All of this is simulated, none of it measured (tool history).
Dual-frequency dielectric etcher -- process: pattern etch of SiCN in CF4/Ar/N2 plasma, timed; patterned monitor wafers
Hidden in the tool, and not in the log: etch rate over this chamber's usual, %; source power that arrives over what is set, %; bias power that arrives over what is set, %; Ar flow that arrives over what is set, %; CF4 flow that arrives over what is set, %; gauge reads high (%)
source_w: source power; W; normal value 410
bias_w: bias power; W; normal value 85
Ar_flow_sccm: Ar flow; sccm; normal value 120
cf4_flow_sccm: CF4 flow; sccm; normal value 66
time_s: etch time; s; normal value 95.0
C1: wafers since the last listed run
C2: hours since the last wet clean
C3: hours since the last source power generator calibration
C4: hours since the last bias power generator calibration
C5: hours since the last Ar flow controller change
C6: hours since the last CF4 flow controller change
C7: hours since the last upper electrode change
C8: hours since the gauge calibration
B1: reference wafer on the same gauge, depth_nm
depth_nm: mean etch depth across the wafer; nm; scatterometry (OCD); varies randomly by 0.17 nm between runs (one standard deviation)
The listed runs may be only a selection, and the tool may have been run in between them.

Run 1, hour 0.0: usual settings; C1 0; C2 138.4; C3 114.6; C4 2914.6; C5 4636.0; C6 2584.5; C7 0.5; C8 815.0; B1 80.2. Result: depth_nm 73.7 nm.
Run 2, hour 41.2: usual settings; C1 315; C2 179.6; C3 155.8; C4 2955.8; C5 4677.2; C6 2625.7; C7 41.7; C8 856.2; B1 80.1. Result: depth_nm 73.9 nm.
Run 3, hour 100.2: usual settings but bias_w 105 W, Ar_flow_sccm 138 sccm, cf4_flow_sccm 57 sccm; C1 452; C2 238.6; C3 214.8; C4 3014.8; C5 4736.2; C6 2684.7; C7 100.7; C8 915.2; B1 80.2. Result: depth_nm 76.0 nm.
At hour 141.2: bias power generator calibrated.
Run 4, hour 165.8: usual settings but source_w 380 W, time_s 78.0 s; C1 472; C2 304.2; C3 280.4; C4 24.6; C5 4801.8; C6 2750.3; C7 166.3; C8 980.8; B1 80.1. Result: depth_nm 58.1 nm.
Run 5, hour 229.5: usual settings but source_w 380 W; C1 488; C2 367.9; C3 344.1; C4 88.3; C5 4865.5; C6 2814.0; C7 230.0; C8 1044.5; B1 80.0. Result: depth_nm 70.7 nm.
At hour 290.8: wet clean of the chamber.
Run 6, hour 393.7: usual settings but bias_w 74 W, cf4_flow_sccm 51 sccm; C1 1075; C2 102.9; C3 508.3; C4 252.5; C5 5029.7; C6 2978.2; C7 394.2; C8 1208.7; B1 80.1. Result: depth_nm 66.4 nm.
At hour 418.2: gauge calibrated.
At hour 443.2: Ar flow controller replaced.
Run 7, hour 458.1: usual settings but bias_w 91 W, time_s 110.5 s; C1 447; C2 167.3; C3 572.7; C4 316.9; C5 14.9; C6 3042.6; C7 458.6; C8 39.9; B1 80.1. Result: depth_nm 88.3 nm.
Run 8, hour 514.8: usual settings; C1 434; C2 224.0; C3 629.4; C4 373.6; C5 71.6; C6 3099.3; C7 515.3; C8 96.6; B1 80.1. Result: depth_nm 73.8 nm.
Run 9, hour 554.3: usual settings but Ar_flow_sccm 112 sccm, cf4_flow_sccm 79 sccm; C1 302; C2 263.5; C3 668.9; C4 413.1; C5 111.1; C6 3138.8; C7 554.8; C8 136.1; B1 80.1. Result: depth_nm 76.8 nm.
Run 10, hour 579.1: usual settings but source_w 320 W, bias_w 91 W, cf4_flow_sccm 71 sccm, time_s 76.0 s; C1 190; C2 288.3; C3 693.7; C4 437.9; C5 135.9; C6 3163.6; C7 579.6; C8 160.9; B1 80.0. Result: depth_nm 52.9 nm.
At hour 588.3: CF4 flow controller replaced.
Run 11, hour 610.0: usual settings; C1 190; C2 319.2; C3 724.6; C4 468.8; C5 166.8; C6 21.7; C7 610.5; C8 191.8; B1 80.1. Result: depth_nm 74.8 nm.
Run 12, hour 653.5: usual settings; C1 333; C2 362.7; C3 768.1; C4 512.3; C5 210.3; C6 65.2; C7 654.0; C8 235.3; B1 80.2. Result: depth_nm 74.9 nm.
At hour 690.8: wet clean of the chamber.
Run 13, hour 702.2: usual settings but cf4_flow_sccm 50 sccm; C1 189; C2 11.4; C3 816.8; C4 561.0; C5 259.0; C6 113.9; C7 702.7; C8 284.0; B1 80.1. Result: depth_nm 71.2 nm.
Run 14, hour 771.0: usual settings but bias_w 93 W, Ar_flow_sccm 101 sccm, time_s 112.5 s; C1 527; C2 80.2; C3 885.6; C4 629.8; C5 327.8; C6 182.7; C7 771.5; C8 352.8; B1 80.1. Result: depth_nm 94.5 nm.
Run 15, hour 834.5: usual settings but bias_w 101 W, Ar_flow_sccm 105 sccm; C1 486; C2 143.7; C3 949.1; C4 693.3; C5 391.3; C6 246.2; C7 835.0; C8 416.3; B1 80.1. Result: depth_nm 81.8 nm.
Run 16, hour 893.6: usual settings but source_w 460 W, bias_w 67 W, time_s 113.5 s; C1 453; C2 202.8; C3 1008.2; C4 752.4; C5 450.4; C6 305.3; C7 894.1; C8 475.4; B1 80.1. Result: depth_nm 88.1 nm.
Run 17, hour 956.6: usual settings but time_s 68.0 s; C1 483; C2 265.8; C3 1071.2; C4 815.4; C5 513.4; C6 368.3; C7 957.1; C8 538.4; B1 80.1. Result: depth_nm 53.4 nm.
Run 18, hour 988.6: usual settings; C1 245; C2 297.8; C3 1103.2; C4 847.4; C5 545.4; C6 400.3; C7 989.1; C8 570.4; B1 80.1. Result: depth_nm 74.7 nm.
Run 19, hour 1013.7: usual settings; C1 192; C2 322.9; C3 1128.3; C4 872.5; C5 570.5; C6 425.4; C7 1014.2; C8 595.5; B1 80.1. Result: depth_nm 74.9 nm.
Run 20, hour 1053.7: usual settings but source_w 500 W, bias_w 70 W, cf4_flow_sccm 56 sccm; C1 306; C2 362.9; C3 1168.3; C4 912.5; C5 610.5; C6 465.4; C7 1054.2; C8 635.5; B1 80.0. Result: depth_nm 76.3 nm.
At hour 1118.5: wet clean of the chamber.
Run 21, hour 1119.0: usual settings; C1 316; C2 0.5; C3 1233.6; C4 977.8; C5 675.8; C6 530.7; C7 1119.5; C8 700.8; B1 80.1. Result: depth_nm 74.7 nm.

Here are 4 independent what-if runs from the current tool condition. What would each one return?
Run A, hour 1119.4: usual settings; C1 3; C2 0.9; C3 1234.0; C4 978.2; C5 676.2; C6 531.1; C7 1119.9; C8 701.2; B1 ?. Result: depth_nm ?.
Run B, hour 1119.4: usual settings but source_w 470 W, Ar_flow_sccm 94 sccm; C1 3; C2 0.9; C3 1234.0; C4 978.2; C5 676.2; C6 531.1; C7 1119.9; C8 701.2; B1 ?. Result: depth_nm ?.
Run C, hour 1119.4: usual settings but source_w 460 W, bias_w 68 W; C1 3; C2 0.9; C3 1234.0; C4 978.2; C5 676.2; C6 531.1; C7 1119.9; C8 701.2; B1 ?. Result: depth_nm ?.
Run D, hour 1119.4: usual settings but source_w 510 W, bias_w 104 W, Ar_flow_sccm 140 sccm; C1 3; C2 0.9; C3 1234.0; C4 978.2; C5 676.2; C6 531.1; C7 1119.9; C8 701.2; B1 ?. Result: depth_nm ?.

run    B1  depth_nm
  A  80.1      74.4
  B  80.1      84.6
  C  80.1      73.7
  D  80.1      89.1
The same runs, with their run-to-run variation unchanged, on a tool lacking any hidden condition would have given:
run  depth_nm
  A      74.5
  B      84.8
  C      73.9
  D      89.3
